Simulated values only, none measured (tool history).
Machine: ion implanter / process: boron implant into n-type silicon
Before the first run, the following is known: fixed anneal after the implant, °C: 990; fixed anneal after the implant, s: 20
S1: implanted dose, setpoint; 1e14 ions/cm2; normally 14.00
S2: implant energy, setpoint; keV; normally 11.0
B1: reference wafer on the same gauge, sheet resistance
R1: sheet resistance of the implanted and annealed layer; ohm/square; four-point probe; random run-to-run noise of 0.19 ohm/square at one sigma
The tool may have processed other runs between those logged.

run 1 hour=0.0 | S1=14.00 S2=11.0 | B1=123.91 | R1=120.08
run 2 hour=16.4 | S1=14.00 S2=11.0 | B1=123.97 | R1=120.06
run 3 hour=31.2 | S1=14.00 S2=11.0 | B1=123.94 | R1=119.83
run 4 hour=43.8 | S1=14.00 S2=11.0 | B1=123.97 | R1=120.00
run 5 hour=56.6 | S1=14.00 S2=11.0 | B1=124.06 | R1=120.18
run 6 hour=69.1 | S1=14.00 S2=11.0 | B1=123.92 | R1=120.14
run 7 hour=103.2 | S1=14.00 S2=11.0 | B1=123.99 | R1=120.09
run 8 hour=133.6 | S1=14.00 S2=11.0 | B1=124.05 | R1=119.70
run 9 hour=149.6 | S1=14.00 S2=11.0 | B1=123.96 | R1=120.34
run 10 hour=176.9 | S1=14.00 S2=11.0 | B1=124.07 | R1=120.35
run 11 hour=205.5 | S1=14.00 S2=11.0 | B1=124.04 | R1=120.45
run 12 hour=236.0 | S1=14.00 S2=11.0 | B1=124.08 | R1=120.42
run 13 hour=263.0 | S1=14.00 S2=11.0 | B1=123.92 | R1=120.37
-- hour=276.7 Faraday cup replaced and dose calibrated
run 14 hour=281.4 | S1=14.89 S2=11.0 | B1=124.03 | R1=117.68
run 15 hour=294.0 | S1=14.00 S2=11.0 | B1=123.89 | R1=120.26
-- hour=308.9 gauge calibrated
run 16 hour=322.6 | S1=14.00 S2=11.0 | B1=124.04 | R1=120.43
run 17 hour=337.3 | S1=14.00 S2=11.0 | B1=123.94 | R1=120.39
run 18 hour=372.6 | S1=14.00 S2=11.0 | B1=124.05 | R1=120.44
run 19 hour=408.4 | S1=12.88 S2=13.0 | B1=123.98 | R1=118.87
run 20 hour=434.1 | S1=14.00 S2=14.0 | B1=124.05 | R1=111.75
run 21 hour=449.8 | S1=12.34 S2=10.0 | B1=124.05 | R1=131.19
run 22 hour=474.2 | S1=15.38 S2=9.0 | B1=123.94 | R1=126.62
run 23 hour=510.2 | S1=10.02 S2=7.5 | B1=123.93 | R1=157.55
run 24 hour=533.6 | S1=10.61 S2=12.0 | B1=124.04 | R1=135.08
run 25 hour=605.9 | S1=17.27 S2=12.5 | B1=124.04 | R1=106.25
run 26 hour=625.7 | S1=17.34 S2=13.5 | B1=123.91 | R1=103.26
run 27 hour=645.0 | S1=14.00 S2=11.0 | B1=124.01 | R1=120.92
run 28 hour=657.6 | S1=18.01 S2=13.0 | B1=123.97 | R1=103.48
-- hour=669.4 extraction supply calibrated
run 29 hour=670.2 | S1=17.59 S2=8.0 | B1=124.02 | R1=128.23
run 30 hour=689.3 | S1=15.84 S2=8.5 | B1=123.98 | R1=126.95
run 31 hour=716.8 | S1=14.00 S2=11.0 | B1=123.97 | R1=119.44
run 32 hour=746.6 | S1=15.61 S2=14.5 | B1=124.01 | R1=104.05
run 33 hour=773.2 | S1=14.00 S2=11.0 | B1=124.04 | R1=119.24
run 34 hour=805.8 | S1=14.00 S2=11.0 | B1=124.00 | R1=119.39
run 35 hour=819.7 | S1=14.00 S2=11.0 | B1=123.92 | R1=119.64
run 36 hour=840.9 | S1=14.00 S2=12.5 | B1=124.09 | R1=114.53

What the log doesn't show, run by run:
deviation of the true dose from the Faraday cup's reading, %: 0, the same for each run
gauge reads high (%): 0, the same for each run
H1: deviation of the true energy from its setpoint, %
run=1 H1=-1.47
run=2 H1=-1.5
run=3 H1=-1.53
run=4 H1=-1.55
run=5 H1=-1.58
run=6 H1=-1.61
run=7 H1=-1.68
run=8 H1=-1.75
run=9 H1=-1.78
run=10 H1=-1.84
run=11 H1=-1.91
run=12 H1=-1.98
run=13 H1=-2.05
run=14 H1=-2.09
run=15 H1=-2.12
run=16 H1=-2.19
run=17 H1=-2.23
run=18 H1=-2.32
run=19 H1=-2.41
run=20 H1=-2.48
run=21 H1=-2.52
run=22 H1=-2.59
run=23 H1=-2.69
run=24 H1=-2.76
run=25 H1=-2.97
run=26 H1=-3.02
run=27 H1=-3.08
run=28 H1=-3.12
run=29 H1=0.378
run=30 H1=0.378
run=31 H1=0.377
run=32 H1=0.374
run=33 H1=0.37
run=34 H1=0.364
run=35 H1=0.36
run=36 H1=0.355
